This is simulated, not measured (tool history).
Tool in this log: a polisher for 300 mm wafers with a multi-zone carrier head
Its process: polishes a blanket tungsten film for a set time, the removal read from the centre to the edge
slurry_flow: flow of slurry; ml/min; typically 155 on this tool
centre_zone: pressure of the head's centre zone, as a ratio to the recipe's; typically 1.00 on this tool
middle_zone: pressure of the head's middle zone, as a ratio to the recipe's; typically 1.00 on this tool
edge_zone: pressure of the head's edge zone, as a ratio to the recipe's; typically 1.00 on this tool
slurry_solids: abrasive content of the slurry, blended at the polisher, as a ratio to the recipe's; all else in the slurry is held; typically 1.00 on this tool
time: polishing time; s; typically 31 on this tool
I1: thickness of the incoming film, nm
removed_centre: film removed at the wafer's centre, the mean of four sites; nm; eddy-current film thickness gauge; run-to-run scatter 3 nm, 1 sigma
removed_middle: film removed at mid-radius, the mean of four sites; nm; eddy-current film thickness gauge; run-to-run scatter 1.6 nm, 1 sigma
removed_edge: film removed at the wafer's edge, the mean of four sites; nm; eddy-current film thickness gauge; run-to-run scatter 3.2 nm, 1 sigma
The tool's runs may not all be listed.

{"run": 1, "hour": 0.0, "slurry_flow": 155, "centre_zone": 1.0, "middle_zone": 1.0, "edge_zone": 1.0, "slurry_solids": 1.0, "time": 31, "I1": 844.4, "removed_centre": 201.5, "removed_middle": 230.6, "removed_edge": 224.6}
{"run": 2, "hour": 49.6, "slurry_flow": 155, "centre_zone": 1.0, "middle_zone": 1.0, "edge_zone": 1.0, "slurry_solids": 1.0, "time": 31, "I1": 822.3, "removed_centre": 196.8, "removed_middle": 228.7, "removed_edge": 228.4}
{"run": 3, "hour": 151.3, "slurry_flow": 155, "centre_zone": 1.0, "middle_zone": 1.0, "edge_zone": 1.0, "slurry_solids": 1.0, "time": 31, "I1": 827.9, "removed_centre": 192.1, "removed_middle": 219.8, "removed_edge": 216.6}
{"run": 4, "hour": 190.7, "slurry_flow": 155, "centre_zone": 1.0, "middle_zone": 1.06, "edge_zone": 1.0, "slurry_solids": 1.0, "time": 31, "I1": 819.7, "removed_centre": 190.5, "removed_middle": 227.8, "removed_edge": 214.5}
{"hour": 213.7, "done": "slurry nozzle cleaned"}
{"hour": 238.2, "done": "worn pad replaced by a new one"}
{"hour": 257.7, "done": "edge zone pressure recalibrated"}
{"run": 5, "hour": 258.2, "slurry_flow": 155, "centre_zone": 1.0, "middle_zone": 1.0, "edge_zone": 1.0, "slurry_solids": 1.25, "time": 31, "I1": 817.3, "removed_centre": 215.3, "removed_middle": 241.7, "removed_edge": 243.9}
{"hour": 290.9, "done": "carrier head's membrane replaced by a new one"}
{"run": 6, "hour": 309.4, "slurry_flow": 155, "centre_zone": 1.0, "middle_zone": 1.0, "edge_zone": 1.0, "slurry_solids": 1.0, "time": 31, "I1": 829.7, "removed_centre": 204.2, "removed_middle": 235.3, "removed_edge": 232.3}
{"run": 7, "hour": 365.5, "slurry_flow": 155, "centre_zone": 0.9, "middle_zone": 1.0, "edge_zone": 1.0, "slurry_solids": 1.0, "time": 24, "I1": 834.5, "removed_centre": 138.5, "removed_middle": 176.9, "removed_edge": 173.6}
{"run": 8, "hour": 389.6, "slurry_flow": 155, "centre_zone": 1.04, "middle_zone": 1.0, "edge_zone": 1.0, "slurry_solids": 1.0, "time": 31, "I1": 818.4, "removed_centre": 204.4, "removed_middle": 226.1, "removed_edge": 224.4}
{"hour": 410.1, "done": "centre zone pressure recalibrated"}
{"run": 9, "hour": 454.7, "slurry_flow": 155, "centre_zone": 1.0, "middle_zone": 0.95, "edge_zone": 1.12, "slurry_solids": 1.3, "time": 31, "I1": 822.1, "removed_centre": 232.2, "removed_middle": 217.3, "removed_edge": 242.2}
{"run": 10, "hour": 498.4, "slurry_flow": 155, "centre_zone": 1.0, "middle_zone": 1.0, "edge_zone": 1.0, "slurry_solids": 1.0, "time": 31, "I1": 833.4, "removed_centre": 217.7, "removed_middle": 220.5, "removed_edge": 217.9}
{"hour": 596.2, "done": "worn pad replaced by a new one"}
{"run": 11, "hour": 660.2, "slurry_flow": 155, "centre_zone": 1.0, "middle_zone": 1.0, "edge_zone": 1.0, "slurry_solids": 1.0, "time": 31, "I1": 834.3, "removed_centre": 224.8, "removed_middle": 237.5, "removed_edge": 238.2}
{"run": 12, "hour": 685.8, "slurry_flow": 155, "centre_zone": 1.0, "middle_zone": 1.0, "edge_zone": 1.0, "slurry_solids": 1.0, "time": 31, "I1": 830.2, "removed_centre": 221.6, "removed_middle": 231.9, "removed_edge": 228.4}
{"run": 13, "hour": 710.8, "slurry_flow": 110, "centre_zone": 0.96, "middle_zone": 1.0, "edge_zone": 1.0, "slurry_solids": 0.85, "time": 31, "I1": 834.6, "removed_centre": 188.2, "removed_middle": 215.0, "removed_edge": 216.8}
{"run": 14, "hour": 781.4, "slurry_flow": 155, "centre_zone": 1.0, "middle_zone": 1.0, "edge_zone": 1.0, "slurry_solids": 0.75, "time": 31, "I1": 836.6, "removed_centre": 204.9, "removed_middle": 219.0, "removed_edge": 213.9}
{"run": 15, "hour": 825.2, "slurry_flow": 155, "centre_zone": 1.1, "middle_zone": 1.0, "edge_zone": 1.0, "slurry_solids": 1.0, "time": 31, "I1": 827.6, "removed_centre": 227.9, "removed_middle": 221.1, "removed_edge": 225.5}
{"hour": 860.2, "done": "slurry nozzle cleaned"}
{"run": 16, "hour": 870.4, "slurry_flow": 155, "centre_zone": 1.0, "middle_zone": 1.0, "edge_zone": 1.0, "slurry_solids": 1.25, "time": 31, "I1": 816.7, "removed_centre": 209.9, "removed_middle": 223.5, "removed_edge": 217.0}
{"run": 17, "hour": 898.6, "slurry_flow": 155, "centre_zone": 1.0, "middle_zone": 1.0, "edge_zone": 1.0, "slurry_solids": 1.0, "time": 22, "I1": 833.5, "removed_centre": 140.9, "removed_middle": 152.8, "removed_edge": 152.2}
{"hour": 915.1, "done": "worn pad replaced by a new one"}
{"run": 18, "hour": 924.4, "slurry_flow": 155, "centre_zone": 1.0, "middle_zone": 1.0, "edge_zone": 1.0, "slurry_solids": 1.0, "time": 31, "I1": 835.5, "removed_centre": 217.2, "removed_middle": 236.7, "removed_edge": 232.0}
{"run": 19, "hour": 965.3, "slurry_flow": 155, "centre_zone": 1.0, "middle_zone": 1.0, "edge_zone": 1.0, "slurry_solids": 1.0, "time": 24, "I1": 832.9, "removed_centre": 163.2, "removed_middle": 179.5, "removed_edge": 182.5}
{"run": 20, "hour": 1014.5, "slurry_flow": 175, "centre_zone": 1.0, "middle_zone": 1.1, "edge_zone": 0.91, "slurry_solids": 1.0, "time": 31, "I1": 830.3, "removed_centre": 215.6, "removed_middle": 253.6, "removed_edge": 214.9}

Hidden state, per run?
slurry flow missing at the pad, %: 0 in every run
deviation of the edge zone's pressure from its setpoint, %: 0 in every run
H1: removal rate lost through wear of the pad, %
H2: deviation of the centre zone's pressure from its setpoint, %
run=1 H1=4 H2=-12.1
run=2 H1=5.6 H2=-12.3
run=3 H1=8.89 H2=-12.6
run=4 H1=10.2 H2=-12.7
run=5 H1=1.12 H2=-12.8
run=6 H1=2.77 H2=-12.9
run=7 H1=4.59 H2=-13
run=8 H1=5.37 H2=-13.1
run=9 H1=7.48 H2=-0.522
run=10 H1=8.89 H2=-1.69
run=11 H1=2.08 H2=-5
run=12 H1=2.91 H2=-5.4
run=13 H1=3.72 H2=-5.78
run=14 H1=6.01 H2=-6.7
run=15 H1=7.42 H2=-7.19
run=16 H1=8.89 H2=-7.65
run=17 H1=9.8 H2=-7.9
run=18 H1=1.51 H2=-8.12
run=19 H1=2.83 H2=-8.44
run=20 H1=4.43 H2=-8.78
